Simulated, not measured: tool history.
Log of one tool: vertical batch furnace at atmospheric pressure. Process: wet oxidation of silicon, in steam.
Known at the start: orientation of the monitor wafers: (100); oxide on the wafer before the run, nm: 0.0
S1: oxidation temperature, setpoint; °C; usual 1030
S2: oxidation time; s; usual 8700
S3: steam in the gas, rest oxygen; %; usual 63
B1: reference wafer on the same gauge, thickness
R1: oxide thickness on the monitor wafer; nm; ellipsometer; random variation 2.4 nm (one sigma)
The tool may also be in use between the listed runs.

run 1 hour=0.0 | S1=1030 S2=8700 S3=63 | B1=693.07 | R1=613.76
run 2 hour=11.2 | S1=1022 S2=10530 S3=63 | B1=692.67 | R1=660.57
run 3 hour=31.6 | S1=1022 S2=10530 S3=63 | B1=692.34 | R1=665.08
run 4 hour=48.4 | S1=1022 S2=10530 S3=63 | B1=693.08 | R1=660.08
run 5 hour=73.6 | S1=1030 S2=8700 S3=58 | B1=693.33 | R1=581.85
run 6 hour=84.9 | S1=1030 S2=8700 S3=58 | B1=692.70 | R1=580.79
run 7 hour=98.1 | S1=1023 S2=9960 S3=63 | B1=692.34 | R1=639.11
run 8 hour=119.8 | S1=1023 S2=9960 S3=63 | B1=693.32 | R1=641.02
run 9 hour=130.9 | S1=1030 S2=8700 S3=63 | B1=692.72 | R1=612.23
run 10 hour=141.8 | S1=1030 S2=8700 S3=63 | B1=693.76 | R1=612.88
run 11 hour=165.6 | S1=1030 S2=8700 S3=63 | B1=692.47 | R1=609.76
run 12 hour=191.7 | S1=1030 S2=10980 S3=63 | B1=693.32 | R1=701.71
run 13 hour=211.4 | S1=1030 S2=10980 S3=63 | B1=691.77 | R1=694.57
-- hour=246.3 steam generator serviced
run 14 hour=246.8 | S1=1048 S2=10230 S3=58 | B1=692.86 | R1=730.72
run 15 hour=253.6 | S1=1030 S2=8700 S3=63 | B1=692.84 | R1=634.39
-- hour=282.5 thermocouples replaced and temperature profile calibrated
run 16 hour=283.0 | S1=1017 S2=8700 S3=57 | B1=692.65 | R1=558.42
run 17 hour=289.9 | S1=1030 S2=8700 S3=53 | B1=693.43 | R1=576.31
run 18 hour=300.9 | S1=1044 S2=8700 S3=63 | B1=693.55 | R1=686.91
run 19 hour=319.4 | S1=1030 S2=8700 S3=69 | B1=691.85 | R1=675.42
-- hour=335.6 gauge calibrated
run 20 hour=344.8 | S1=1030 S2=8700 S3=63 | B1=692.68 | R1=636.58
run 21 hour=371.8 | S1=1030 S2=11850 S3=63 | B1=693.04 | R1=763.57
run 22 hour=401.0 | S1=1018 S2=8700 S3=52 | B1=692.27 | R1=527.08
run 23 hour=414.3 | S1=1051 S2=5550 S3=63 | B1=693.53 | R1=541.53
run 24 hour=445.0 | S1=1030 S2=8700 S3=73 | B1=693.04 | R1=702.66
run 25 hour=460.6 | S1=1030 S2=8700 S3=63 | B1=692.82 | R1=634.64
run 26 hour=481.2 | S1=1030 S2=5820 S3=71 | B1=692.79 | R1=535.33

5 ways to go on from here, each from the tool as it stands after run 26. What would each give?
run A hour=488.2 | S1=1038 S2=8700 S3=63 | B1=? | R1=?
run B hour=488.2 | S1=1044 S2=5790 S3=56 | B1=? | R1=?
run C hour=488.2 | S1=1007 S2=8700 S3=52 | B1=? | R1=?
run D hour=488.2 | S1=1052 S2=7470 S3=63 | B1=? | R1=?
run E hour=488.2 | S1=1051 S2=10170 S3=63 | B1=? | R1=?

run=A B1=692.86 R1=664.66
run=B B1=692.86 R1=498.61
run=C B1=692.86 R1=494.42
run=D B1=692.86 R1=650.10
run=E B1=692.86 R1=774.75
Without the tool's hidden state the same runs would have given:
run=A R1=671.06
run=B R1=503.57
run=C R1=499.62
run=D R1=656.28
run=E R1=781.96
